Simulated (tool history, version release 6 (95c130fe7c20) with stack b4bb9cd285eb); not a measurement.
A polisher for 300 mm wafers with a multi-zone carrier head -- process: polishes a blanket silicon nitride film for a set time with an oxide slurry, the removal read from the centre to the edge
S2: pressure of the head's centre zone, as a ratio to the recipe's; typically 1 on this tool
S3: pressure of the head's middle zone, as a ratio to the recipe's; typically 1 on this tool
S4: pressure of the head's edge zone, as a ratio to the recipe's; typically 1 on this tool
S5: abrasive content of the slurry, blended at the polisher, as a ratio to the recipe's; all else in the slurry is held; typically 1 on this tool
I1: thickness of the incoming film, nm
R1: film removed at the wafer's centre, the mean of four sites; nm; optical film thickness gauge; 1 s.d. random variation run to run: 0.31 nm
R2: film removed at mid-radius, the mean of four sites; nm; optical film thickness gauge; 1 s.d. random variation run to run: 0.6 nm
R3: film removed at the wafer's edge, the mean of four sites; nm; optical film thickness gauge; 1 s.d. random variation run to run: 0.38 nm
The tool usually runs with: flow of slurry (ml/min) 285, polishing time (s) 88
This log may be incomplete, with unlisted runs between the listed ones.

{"run": 1, "hour": 0.0, "flow of slurry (ml/min)": 210, "S2": 1, "S3": 1, "S4": 1, "S5": 1, "polishing time (s)": 88, "I1": 381.7, "R1": 37.9, "R2": 42.7, "R3": 42.8}
{"run": 2, "hour": 8.9, "flow of slurry (ml/min)": 285, "S2": 1, "S3": 1, "S4": 0.92, "S5": 1, "polishing time (s)": 88, "I1": 381.1, "R1": 38.8, "R2": 44.6, "R3": 42.1}
{"run": 3, "hour": 20.3, "flow of slurry (ml/min)": 285, "S2": 0.94, "S3": 1, "S4": 1.03, "S5": 1.15, "polishing time (s)": 109, "I1": 384.2, "R1": 49, "R2": 59.3, "R3": 58.7}
{"hour": 33.0, "done": "worn pad replaced by a new one"}
{"run": 4, "hour": 34.4, "flow of slurry (ml/min)": 285, "S2": 1.08, "S3": 1, "S4": 1, "S5": 1, "polishing time (s)": 88, "I1": 376.1, "R1": 42, "R2": 44.2, "R3": 43.4}
{"run": 5, "hour": 43.6, "flow of slurry (ml/min)": 285, "S2": 0.92, "S3": 1, "S4": 1, "S5": 1, "polishing time (s)": 98, "I1": 382.8, "R1": 39.9, "R2": 49.2, "R3": 48.3}
{"hour": 54.8, "done": "carrier head's membrane replaced by a new one"}
{"run": 6, "hour": 55.3, "flow of slurry (ml/min)": 285, "S2": 1.06, "S3": 1, "S4": 1, "S5": 1, "polishing time (s)": 88, "I1": 380.5, "R1": 40.6, "R2": 45, "R3": 43.3}
{"run": 7, "hour": 57.1, "flow of slurry (ml/min)": 260, "S2": 1, "S3": 1, "S4": 1.05, "S5": 1, "polishing time (s)": 88, "I1": 376.3, "R1": 38.1, "R2": 44.1, "R3": 43.7}
{"run": 8, "hour": 63.4, "flow of slurry (ml/min)": 285, "S2": 1.04, "S3": 1, "S4": 1, "S5": 1, "polishing time (s)": 88, "I1": 372.6, "R1": 39.7, "R2": 45, "R3": 42.8}
{"run": 9, "hour": 79.4, "flow of slurry (ml/min)": 285, "S2": 1, "S3": 0.89, "S4": 1, "S5": 1, "polishing time (s)": 62, "I1": 372.3, "R1": 26.7, "R2": 28.2, "R3": 30.1}
{"run": 10, "hour": 85.6, "flow of slurry (ml/min)": 340, "S2": 1, "S3": 0.91, "S4": 1, "S5": 1, "polishing time (s)": 88, "I1": 380.9, "R1": 39, "R2": 40.4, "R3": 43.8}
{"run": 11, "hour": 101.8, "flow of slurry (ml/min)": 285, "S2": 1, "S3": 1, "S4": 1, "S5": 1, "polishing time (s)": 88, "I1": 378.1, "R1": 37.8, "R2": 43.8, "R3": 43}
{"run": 12, "hour": 117.5, "flow of slurry (ml/min)": 285, "S2": 1, "S3": 1, "S4": 1, "S5": 1, "polishing time (s)": 88, "I1": 383.1, "R1": 38.1, "R2": 44.1, "R3": 43.3}
{"run": 13, "hour": 128.9, "flow of slurry (ml/min)": 330, "S2": 1, "S3": 1, "S4": 1, "S5": 1, "polishing time (s)": 88, "I1": 386.7, "R1": 38.8, "R2": 44.1, "R3": 43.6}
{"hour": 141.4, "done": "centre zone pressure recalibrated"}
{"run": 14, "hour": 144.0, "flow of slurry (ml/min)": 210, "S2": 1.09, "S3": 1, "S4": 1, "S5": 0.8, "polishing time (s)": 88, "I1": 381.9, "R1": 38, "R2": 37.9, "R3": 36.7}

Predict the results of run 15:
{"hour": 157.5, "done": "worn pad replaced by a new one"}
{"run": 15, "hour": 158.0, "flow of slurry (ml/min)": 285, "S2": 1.09, "S3": 1, "S4": 0.94, "S5": 0.8, "polishing time (s)": 88, "I1": 378.3, "R1": "?", "R2": "?", "R3": "?"}

{"run 15": {"R1": 40, "R2": 38.7, "R3": 37.4}}
With the hidden condition absent and the run-to-run variation left alone, this run would have shown R1 41.7 nm, R2 39.9 nm, R3 38.2 nm.
